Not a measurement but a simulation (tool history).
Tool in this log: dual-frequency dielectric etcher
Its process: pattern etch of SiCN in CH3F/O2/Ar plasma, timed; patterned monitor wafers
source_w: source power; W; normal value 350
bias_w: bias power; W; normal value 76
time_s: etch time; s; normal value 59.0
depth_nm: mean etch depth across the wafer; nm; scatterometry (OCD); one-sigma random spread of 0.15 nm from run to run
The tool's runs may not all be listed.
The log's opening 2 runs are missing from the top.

run	hour	source_w	bias_w	time_s	wafers since the last listed run	hours since the last wet clean	hours since the last source power generator calibration	hours since the last bias power generator calibration	hours since the last upper electrode change	hours since the gauge calibration	read-back reference wafer on the same gauge, depth_nm	depth_nm
3	131.8	350	89	59.0	569	327.8	2301.0	1003.2	1541.4	616.4	23.86	23.93
# hour 262.9: source power generator calibrated
4	302.4	350	76	59.0	1151	498.4	39.5	1173.8	1712.0	787.0	23.89	22.38
5	328.6	350	76	59.0	181	524.6	65.7	1200.0	1738.2	813.2	23.90	22.57
# hour 409.6: wet clean of the chamber
6	410.1	350	76	59.0	397	0.5	147.2	1281.5	1819.7	894.7	23.97	20.54
7	436.2	350	76	59.0	180	26.6	173.3	1307.6	1845.8	920.8	23.99	20.72
8	487.9	350	76	59.0	357	78.3	225.0	1359.3	1897.5	972.5	23.92	20.71
9	518.8	350	76	59.0	213	109.2	255.9	1390.2	1928.4	1003.4	23.92	20.69
10	561.0	350	76	59.0	291	151.4	298.1	1432.4	1970.6	1045.6	23.88	20.90
11	585.6	350	76	59.0	170	176.0	322.7	1457.0	1995.2	1070.2	23.87	20.88
12	625.1	270	83	71.5	273	215.5	362.2	1496.5	2034.7	1109.7	23.98	24.18
13	665.1	420	76	59.0	276	255.5	402.2	1536.5	2074.7	1149.7	23.85	22.04
14	729.3	330	86	47.0	443	319.7	466.4	1600.7	2138.9	1213.9	23.87	17.12
# hour 795.9: wet clean of the chamber, repeated, since the last time left the tool worse
15	796.4	320	76	59.0	297	0.5	533.5	1667.8	2206.0	1281.0	23.91	21.25
16	842.6	390	66	73.0	319	46.7	579.7	1714.0	2252.2	1327.2	23.89	26.74
# hour 908.0: gauge calibrated
17	912.6	350	76	59.0	483	116.7	649.7	1784.0	2322.2	4.6	23.86	21.82
18	949.7	350	76	59.0	256	153.8	686.8	1821.1	2359.3	41.7	23.86	22.13
19	974.8	430	59	59.0	173	178.9	711.9	1846.2	2384.4	66.8	23.87	21.45
20	1044.1	310	89	68.5	479	248.2	781.2	1915.5	2453.7	136.1	23.89	26.63
# hour 1081.3: upper electrode replaced
21	1083.7	350	67	59.0	107	287.8	820.8	1955.1	2.4	175.7	23.93	20.99
# hour 1109.2: bias power generator calibrated
22	1149.0	350	76	46.0	423	353.1	886.1	39.8	67.7	241.0	23.90	17.52
23	1205.9	350	76	59.0	393	410.0	943.0	96.7	124.6	297.9	23.96	22.52
24	1268.8	350	76	59.0	434	472.9	1005.9	159.6	187.5	360.8	23.88	22.32
25	1329.8	290	68	59.0	421	533.9	1066.9	220.6	248.5	421.8	23.89	20.32
26	1360.4	380	58	45.5	211	564.5	1097.5	251.2	279.1	452.4	23.89	16.05
# hour 1415.3: wet clean of the chamber
27	1415.8	290	76	66.5	217	0.5	1152.9	306.6	334.5	507.8	23.94	23.37

Run 28 comes next. What will it give?
28	1483.2	410	87	67.0	465	67.9	1220.3	374.0	401.9	575.2	?	?

{"run 28": {"read-back reference wafer on the same gauge, depth_nm": 23.92, "depth_nm": 27.45}}
Were there no unlogged condition in the tool, this run, its random variation unchanged, would have produced depth_nm 27.52 nm.
